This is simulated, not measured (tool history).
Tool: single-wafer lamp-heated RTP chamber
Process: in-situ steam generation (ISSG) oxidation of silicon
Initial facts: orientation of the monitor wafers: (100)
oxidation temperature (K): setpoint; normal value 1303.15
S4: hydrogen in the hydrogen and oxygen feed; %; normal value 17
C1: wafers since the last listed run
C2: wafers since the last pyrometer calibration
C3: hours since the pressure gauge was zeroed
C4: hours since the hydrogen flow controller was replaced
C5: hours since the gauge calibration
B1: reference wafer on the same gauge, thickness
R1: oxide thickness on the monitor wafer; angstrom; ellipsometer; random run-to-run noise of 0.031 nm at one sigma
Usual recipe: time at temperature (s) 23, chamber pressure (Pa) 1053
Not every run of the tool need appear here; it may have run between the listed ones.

Run 1, day 0.000: usual settings but chamber pressure (Pa) 1200; C1 0; C2 1341; C3 955.1; C4 3800.1; C5 217.7; B1 6.244. Result: R1 65.07 angstrom.
Run 2, day 0.583: usual settings but chamber pressure (Pa) 1200; C1 150; C2 1491; C3 969.1; C4 3814.1; C5 231.7; B1 6.252. Result: R1 64.52 angstrom.
Run 3, day 1.175: usual settings but chamber pressure (Pa) 1200; C1 152; C2 1644; C3 983.3; C4 3828.3; C5 245.9; B1 6.239. Result: R1 64.85 angstrom.
Run 4, day 2.371: usual settings but time at temperature (s) 19; C1 308; C2 1952; C3 1012.0; C4 3857.0; C5 274.6; B1 6.232. Result: R1 59.35 angstrom.
Run 5, day 3.488: usual settings but time at temperature (s) 19; C1 287; C2 2240; C3 1038.8; C4 3883.8; C5 301.4; B1 6.243. Result: R1 59.71 angstrom.
Run 6, day 4.829: usual settings but time at temperature (s) 19; C1 346; C2 2586; C3 1071.0; C4 3916.0; C5 333.6; B1 6.248. Result: R1 59.65 angstrom.
Run 7, day 6.054: usual settings; C1 315; C2 2902; C3 1100.4; C4 3945.4; C5 363.0; B1 6.248. Result: R1 65.94 angstrom.
Run 8, day 7.321: usual settings; C1 326; C2 3229; C3 1130.8; C4 3975.8; C5 393.4; B1 6.247. Result: R1 66.48 angstrom.
Run 9, day 8.317: usual settings; C1 256; C2 3486; C3 1154.7; C4 3999.7; C5 417.3; B1 6.237. Result: R1 66.36 angstrom.
At day 12.083: pyrometer window cleaned and pyrometer calibrated.
Run 10, day 12.329: usual settings; C1 948; C2 63; C3 1251.0; C4 4096.0; C5 513.6; B1 6.253. Result: R1 65.16 angstrom.
Run 11, day 13.533: usual settings but oxidation temperature (K) 1299.15; C1 310; C2 373; C3 1279.9; C4 4124.9; C5 542.5; B1 6.235. Result: R1 63.53 angstrom.
Run 12, day 14.950: usual settings but oxidation temperature (K) 1299.15; C1 365; C2 739; C3 1313.9; C4 4158.9; C5 576.5; B1 6.234. Result: R1 63.49 angstrom.
Run 13, day 15.725: usual settings; C1 199; C2 939; C3 1332.5; C4 4177.5; C5 595.1; B1 6.235. Result: R1 65.58 angstrom.
At day 16.112: pressure gauge zeroed.
Run 14, day 16.321: usual settings but oxidation temperature (K) 1314.15, chamber pressure (Pa) 1227; C1 67; C2 1006; C3 5.0; C4 4191.8; C5 609.4; B1 6.253. Result: R1 68.60 angstrom.
Run 15, day 17.746: usual settings but oxidation temperature (K) 1314.15, time at temperature (s) 19, chamber pressure (Pa) 920, S4 11 %; C1 367; C2 1374; C3 39.2; C4 4226.0; C5 643.6; B1 6.230. Result: R1 56.32 angstrom.
Run 16, day 18.621: usual settings; C1 225; C2 1599; C3 60.2; C4 4247.0; C5 664.6; B1 6.225. Result: R1 65.22 angstrom.
Run 17, day 19.921: usual settings; C1 335; C2 1935; C3 91.4; C4 4278.2; C5 695.8; B1 6.234. Result: R1 65.83 angstrom.
Run 18, day 20.742: usual settings but time at temperature (s) 19; C1 211; C2 2146; C3 111.1; C4 4297.9; C5 715.5; B1 6.250. Result: R1 59.19 angstrom.
At day 22.071: hydrogen flow controller replaced.
Run 19, day 22.146: usual settings but oxidation temperature (K) 1296.15; C1 276; C2 2423; C3 144.8; C4 1.8; C5 749.2; B1 6.233. Result: R1 63.93 angstrom.
Run 20, day 22.879: usual settings but oxidation temperature (K) 1286.15, S4 26 %; C1 189; C2 2612; C3 162.4; C4 19.4; C5 766.8; B1 6.229. Result: R1 67.36 angstrom.
Run 21, day 23.450: usual settings but oxidation temperature (K) 1322.15, time at temperature (s) 29; C1 147; C2 2759; C3 176.1; C4 33.1; C5 780.5; B1 6.230. Result: R1 83.12 angstrom.

For run 22, what comes out?
At day 23.521: gauge calibrated.
Run 22, day 24.612: usual settings but chamber pressure (Pa) 947, S4 13 %; C1 299; C2 3059; C3 204.0; C4 61.0; C5 26.2; B1 ?. Result: R1 ?.

B1: 6.242
R1: 62.74 angstrom
Without the tool's hidden state the same run would have given R1 61.30 angstrom.
